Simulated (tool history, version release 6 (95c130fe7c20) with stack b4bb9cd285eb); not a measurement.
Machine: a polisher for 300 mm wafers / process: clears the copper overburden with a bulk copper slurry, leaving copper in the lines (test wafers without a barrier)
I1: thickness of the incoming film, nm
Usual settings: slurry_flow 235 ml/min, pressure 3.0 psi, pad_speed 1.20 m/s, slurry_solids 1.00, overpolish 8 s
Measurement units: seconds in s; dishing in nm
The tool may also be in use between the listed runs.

run 1 day=0.000 | slurry_flow=235 pressure=3.0 pad_speed=0.96 slurry_solids=0.90 overpolish=8 | I1=829.8 | seconds=105.9 dishing=31.8
run 2 day=0.542 | slurry_flow=235 pressure=3.0 pad_speed=0.96 slurry_solids=0.90 overpolish=8 | I1=839.3 | seconds=107.9 dishing=32.3
-- day=1.325 worn pad replaced by a new one
run 3 day=1.550 | slurry_flow=235 pressure=3.0 pad_speed=1.20 slurry_solids=1.00 overpolish=10 | I1=829.9 | seconds=82.2 dishing=40.0
run 4 day=2.921 | slurry_flow=235 pressure=3.0 pad_speed=1.20 slurry_solids=1.00 overpolish=10 | I1=830.8 | seconds=85.8 dishing=39.6
run 5 day=3.521 | slurry_flow=235 pressure=3.0 pad_speed=1.20 slurry_solids=1.00 overpolish=8 | I1=839.0 | seconds=86.8 dishing=36.2
run 6 day=4.158 | slurry_flow=180 pressure=3.0 pad_speed=1.20 slurry_solids=0.90 overpolish=8 | I1=835.4 | seconds=93.9 dishing=34.0
run 7 day=5.538 | slurry_flow=180 pressure=3.0 pad_speed=1.20 slurry_solids=0.90 overpolish=8 | I1=842.0 | seconds=96.1 dishing=34.6
run 8 day=6.046 | slurry_flow=180 pressure=3.0 pad_speed=1.20 slurry_solids=0.90 overpolish=8 | I1=839.7 | seconds=96.5 dishing=32.7
-- day=7.546 head pressure recalibrated
run 9 day=7.567 | slurry_flow=235 pressure=3.0 pad_speed=1.20 slurry_solids=1.00 overpolish=8 | I1=843.2 | seconds=95.8 dishing=34.3
-- day=7.967 worn pad replaced by a new one
-- day=8.242 slurry blender recalibrated
run 10 day=8.358 | slurry_flow=235 pressure=3.0 pad_speed=1.20 slurry_solids=1.00 overpolish=8 | I1=831.2 | seconds=81.0 dishing=37.8
run 11 day=11.904 | slurry_flow=235 pressure=3.0 pad_speed=1.20 slurry_solids=1.00 overpolish=8 | I1=835.0 | seconds=85.2 dishing=36.3
run 12 day=12.721 | slurry_flow=235 pressure=3.0 pad_speed=1.20 slurry_solids=1.00 overpolish=8 | I1=836.7 | seconds=86.9 dishing=35.6
-- day=14.188 worn pad replaced by a new one
run 13 day=15.708 | slurry_flow=235 pressure=2.5 pad_speed=0.90 slurry_solids=1.20 overpolish=8 | I1=845.0 | seconds=144.3 dishing=26.6
run 14 day=16.875 | slurry_flow=260 pressure=3.0 pad_speed=1.32 slurry_solids=1.00 overpolish=8 | I1=829.9 | seconds=85.9 dishing=36.3
-- day=17.250 slurry blender recalibrated
-- day=17.279 slurry nozzle cleaned
run 15 day=18.100 | slurry_flow=235 pressure=3.0 pad_speed=1.20 slurry_solids=1.00 overpolish=8 | I1=828.9 | seconds=78.8 dishing=36.5
run 16 day=18.979 | slurry_flow=235 pressure=2.1 pad_speed=1.40 slurry_solids=1.25 overpolish=13 | I1=821.8 | seconds=91.7 dishing=40.5
run 17 day=19.838 | slurry_flow=300 pressure=3.5 pad_speed=1.44 slurry_solids=1.00 overpolish=8 | I1=818.2 | seconds=58.5 dishing=42.2
run 18 day=20.958 | slurry_flow=235 pressure=2.5 pad_speed=1.20 slurry_solids=1.00 overpolish=8 | I1=843.5 | seconds=102.4 dishing=33.5
-- day=21.733 worn pad replaced by a new one
run 19 day=22.221 | slurry_flow=310 pressure=3.3 pad_speed=1.54 slurry_solids=0.70 overpolish=8 | I1=833.0 | seconds=67.9 dishing=41.4
run 20 day=23.138 | slurry_flow=200 pressure=3.0 pad_speed=1.58 slurry_solids=1.00 overpolish=8 | I1=836.6 | seconds=68.8 dishing=40.6
run 21 day=23.979 | slurry_flow=235 pressure=3.0 pad_speed=1.20 slurry_solids=1.00 overpolish=8 | I1=835.8 | seconds=92.6 dishing=36.1
run 22 day=24.921 | slurry_flow=235 pressure=2.5 pad_speed=1.20 slurry_solids=1.00 overpolish=4 | I1=825.6 | seconds=108.7 dishing=19.6
-- day=25.421 slurry blender recalibrated
run 23 day=25.475 | slurry_flow=305 pressure=3.0 pad_speed=1.20 slurry_solids=1.00 overpolish=8 | I1=824.4 | seconds=77.4 dishing=36.8
run 24 day=26.046 | slurry_flow=235 pressure=2.6 pad_speed=1.20 slurry_solids=1.00 overpolish=6 | I1=828.0 | seconds=92.2 dishing=28.9
run 25 day=26.579 | slurry_flow=235 pressure=3.5 pad_speed=1.20 slurry_solids=1.00 overpolish=10 | I1=833.4 | seconds=71.9 dishing=43.2
-- day=27.650 worn pad replaced by a new one
run 26 day=27.671 | slurry_flow=190 pressure=3.0 pad_speed=1.48 slurry_solids=1.00 overpolish=8 | I1=835.0 | seconds=68.2 dishing=41.0
run 27 day=28.362 | slurry_flow=235 pressure=3.0 pad_speed=1.20 slurry_solids=1.00 overpolish=8 | I1=833.6 | seconds=85.1 dishing=35.0
run 28 day=29.638 | slurry_flow=235 pressure=3.0 pad_speed=1.20 slurry_solids=0.80 overpolish=10 | I1=843.1 | seconds=93.9 dishing=38.5

Forecast each of these 4 alternatives for the next run:
run A day=29.654 | slurry_flow=235 pressure=3.0 pad_speed=1.20 slurry_solids=1.00 overpolish=8 | I1=846.5 | seconds=? dishing=?
run B day=29.654 | slurry_flow=235 pressure=3.4 pad_speed=1.20 slurry_solids=0.90 overpolish=8 | I1=846.5 | seconds=? dishing=?
run C day=29.654 | slurry_flow=235 pressure=3.0 pad_speed=1.06 slurry_solids=1.00 overpolish=8 | I1=846.5 | seconds=? dishing=?
run D day=29.654 | slurry_flow=235 pressure=2.0 pad_speed=1.20 slurry_solids=1.00 overpolish=8 | I1=846.5 | seconds=? dishing=?

run=A seconds=87.8 dishing=36.4
run=B seconds=80.2 dishing=38.3
run=C seconds=99.4 dishing=34.0
run=D seconds=131.7 dishing=28.3
The same runs, with their run-to-run variation unchanged, on a tool lacking any hidden condition would have given:
run=A seconds=82.4 dishing=37.6
run=B seconds=75.3 dishing=39.4
run=C seconds=93.2 dishing=35.3
run=D seconds=123.5 dishing=29.4
